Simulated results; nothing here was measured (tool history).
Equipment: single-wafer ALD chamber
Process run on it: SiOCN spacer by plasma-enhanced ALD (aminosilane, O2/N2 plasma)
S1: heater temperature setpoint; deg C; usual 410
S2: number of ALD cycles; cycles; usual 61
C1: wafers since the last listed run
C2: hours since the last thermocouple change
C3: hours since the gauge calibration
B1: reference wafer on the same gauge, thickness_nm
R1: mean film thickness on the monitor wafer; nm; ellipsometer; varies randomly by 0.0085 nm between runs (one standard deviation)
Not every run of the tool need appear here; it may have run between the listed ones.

{"run": 1, "hour": 0.0, "S1": 405, "S2": 66, "C1": 0, "C2": 508.0, "C3": 1121.8, "B1": 3.803, "R1": 3.768}
{"run": 2, "hour": 29.5, "S1": 410, "S2": 61, "C1": 178, "C2": 537.5, "C3": 1151.3, "B1": 3.799, "R1": 3.435}
{"run": 3, "hour": 59.1, "S1": 410, "S2": 61, "C1": 179, "C2": 567.1, "C3": 1180.9, "B1": 3.8, "R1": 3.436}
{"run": 4, "hour": 112.5, "S1": 410, "S2": 61, "C1": 323, "C2": 620.5, "C3": 1234.3, "B1": 3.8, "R1": 3.421}
{"run": 5, "hour": 153.7, "S1": 410, "S2": 61, "C1": 249, "C2": 661.7, "C3": 1275.5, "B1": 3.802, "R1": 3.416}
{"run": 6, "hour": 185.1, "S1": 410, "S2": 61, "C1": 190, "C2": 693.1, "C3": 1306.9, "B1": 3.798, "R1": 3.425}
{"run": 7, "hour": 215.6, "S1": 410, "S2": 61, "C1": 184, "C2": 723.6, "C3": 1337.4, "B1": 3.8, "R1": 3.425}
{"run": 8, "hour": 241.8, "S1": 407, "S2": 61, "C1": 158, "C2": 749.8, "C3": 1363.6, "B1": 3.799, "R1": 3.477}
{"run": 9, "hour": 272.6, "S1": 407, "S2": 61, "C1": 186, "C2": 780.6, "C3": 1394.4, "B1": 3.802, "R1": 3.466}
{"run": 10, "hour": 308.8, "S1": 421, "S2": 61, "C1": 219, "C2": 816.8, "C3": 1430.6, "B1": 3.805, "R1": 3.329}
{"run": 11, "hour": 345.1, "S1": 421, "S2": 61, "C1": 219, "C2": 853.1, "C3": 1466.9, "B1": 3.797, "R1": 3.337}
{"run": 12, "hour": 395.6, "S1": 421, "S2": 61, "C1": 305, "C2": 903.6, "C3": 1517.4, "B1": 3.803, "R1": 3.341}
{"run": 13, "hour": 442.3, "S1": 403, "S2": 61, "C1": 282, "C2": 950.3, "C3": 1564.1, "B1": 3.801, "R1": 3.495}
{"run": 14, "hour": 482.9, "S1": 403, "S2": 61, "C1": 245, "C2": 990.9, "C3": 1604.7, "B1": 3.799, "R1": 3.5}
{"run": 15, "hour": 541.0, "S1": 403, "S2": 61, "C1": 351, "C2": 1049.0, "C3": 1662.8, "B1": 3.802, "R1": 3.507}
{"hour": 546.8, "done": "gauge calibrated"}
{"run": 16, "hour": 596.0, "S1": 410, "S2": 61, "C1": 332, "C2": 1104.0, "C3": 49.2, "B1": 3.8, "R1": 3.455}
{"run": 17, "hour": 620.2, "S1": 410, "S2": 61, "C1": 146, "C2": 1128.2, "C3": 73.4, "B1": 3.798, "R1": 3.453}
{"run": 18, "hour": 663.0, "S1": 410, "S2": 61, "C1": 259, "C2": 1171.0, "C3": 116.2, "B1": 3.797, "R1": 3.445}
{"run": 19, "hour": 697.9, "S1": 403, "S2": 53, "C1": 211, "C2": 1205.9, "C3": 151.1, "B1": 3.798, "R1": 3.034}
{"run": 20, "hour": 752.0, "S1": 422, "S2": 54, "C1": 327, "C2": 1260.0, "C3": 205.2, "B1": 3.797, "R1": 2.956}
{"run": 21, "hour": 793.1, "S1": 410, "S2": 70, "C1": 248, "C2": 1301.1, "C3": 246.3, "B1": 3.8, "R1": 3.965}
{"run": 22, "hour": 856.0, "S1": 423, "S2": 61, "C1": 380, "C2": 1364.0, "C3": 309.2, "B1": 3.802, "R1": 3.316}
{"run": 23, "hour": 881.8, "S1": 410, "S2": 66, "C1": 156, "C2": 1389.8, "C3": 335.0, "B1": 3.799, "R1": 3.735}
{"run": 24, "hour": 925.1, "S1": 402, "S2": 51, "C1": 262, "C2": 1433.1, "C3": 378.3, "B1": 3.802, "R1": 2.929}
{"run": 25, "hour": 964.2, "S1": 410, "S2": 61, "C1": 236, "C2": 1472.2, "C3": 417.4, "B1": 3.799, "R1": 3.454}
{"run": 26, "hour": 1010.3, "S1": 421, "S2": 61, "C1": 279, "C2": 1518.3, "C3": 463.5, "B1": 3.797, "R1": 3.338}
{"run": 27, "hour": 1059.5, "S1": 420, "S2": 55, "C1": 297, "C2": 1567.5, "C3": 512.7, "B1": 3.796, "R1": 3.044}
{"hour": 1069.3, "done": "thermocouple changed; heater temperature recalibrated"}
{"run": 28, "hour": 1095.1, "S1": 410, "S2": 61, "C1": 167, "C2": 25.8, "C3": 548.3, "B1": 3.807, "R1": 3.401}

Run 29 comes next. What will it give?
{"run": 29, "hour": 1149.0, "S1": 410, "S2": 61, "C1": 326, "C2": 79.7, "C3": 602.2, "B1": "?", "R1": "?"}

Run 29 produced B1 3.796, R1 3.420 nm.
Had the tool carried no hidden state, the very same run would have given R1 3.407 nm.
